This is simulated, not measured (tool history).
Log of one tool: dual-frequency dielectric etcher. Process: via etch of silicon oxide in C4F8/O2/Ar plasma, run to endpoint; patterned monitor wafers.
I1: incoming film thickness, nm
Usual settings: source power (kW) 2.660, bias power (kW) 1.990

Run 1, hour 0.0: usual settings but bias power (kW) 2.172; I1 1812.9. Result: endpoint time (s) 338.1.
Run 2, hour 39.6: usual settings but bias power (kW) 2.172; I1 1839.8. Result: endpoint time (s) 338.8.
Run 3, hour 75.7: usual settings but bias power (kW) 2.172; I1 1826.7. Result: endpoint time (s) 337.8.
At hour 140.2: wet clean of the chamber.
Run 4, hour 140.7: usual settings but bias power (kW) 2.203; I1 1824.9. Result: endpoint time (s) 324.7.
Run 5, hour 147.0: usual settings but source power (kW) 2.440; I1 1812.6. Result: endpoint time (s) 341.3.
Run 6, hour 191.8: usual settings; I1 1821.1. Result: endpoint time (s) 327.3.
Run 7, hour 258.6: usual settings; I1 1834.5. Result: endpoint time (s) 337.1.
Run 8, hour 318.7: usual settings but source power (kW) 2.450; I1 1823.6. Result: endpoint time (s) 351.5.
Run 9, hour 355.3: usual settings but source power (kW) 2.450; I1 1816.0. Result: endpoint time (s) 345.7.
Run 10, hour 410.1: usual settings but source power (kW) 2.450; I1 1835.6. Result: endpoint time (s) 347.5.
Run 11, hour 474.2: usual settings but source power (kW) 3.250, bias power (kW) 2.283; I1 1830.0. Result: endpoint time (s) 304.1.
Run 12, hour 538.5: usual settings but source power (kW) 2.830, bias power (kW) 2.443; I1 1795.4. Result: endpoint time (s) 311.4.
Run 13, hour 562.6: usual settings but source power (kW) 3.020, bias power (kW) 2.197; I1 1807.4. Result: endpoint time (s) 317.1.
At hour 574.7: source power generator calibrated.
At hour 580.9: bias power generator calibrated.
At hour 592.1: upper electrode replaced.
At hour 612.6: wet clean of the chamber.
Run 14, hour 624.6: usual settings but source power (kW) 2.470, bias power (kW) 2.344; I1 1836.7. Result: endpoint time (s) 327.8.
Run 15, hour 659.2: usual settings but source power (kW) 3.240, bias power (kW) 1.619; I1 1818.9. Result: endpoint time (s) 319.9.
Run 16, hour 697.0: usual settings but source power (kW) 3.080; I1 1824.4. Result: endpoint time (s) 313.5.
Run 17, hour 725.2: usual settings but source power (kW) 2.260, bias power (kW) 1.831; I1 1800.7. Result: endpoint time (s) 359.5.
Run 18, hour 763.7: usual settings; I1 1833.4. Result: endpoint time (s) 336.8.

Forecast run 19:
Run 19, hour 794.0: usual settings; I1 1824.0. Result: endpoint time (s) ?.

endpoint time (s): 329.4
Without the tool's hidden state the same run would have given endpoint time (s) 323.0.
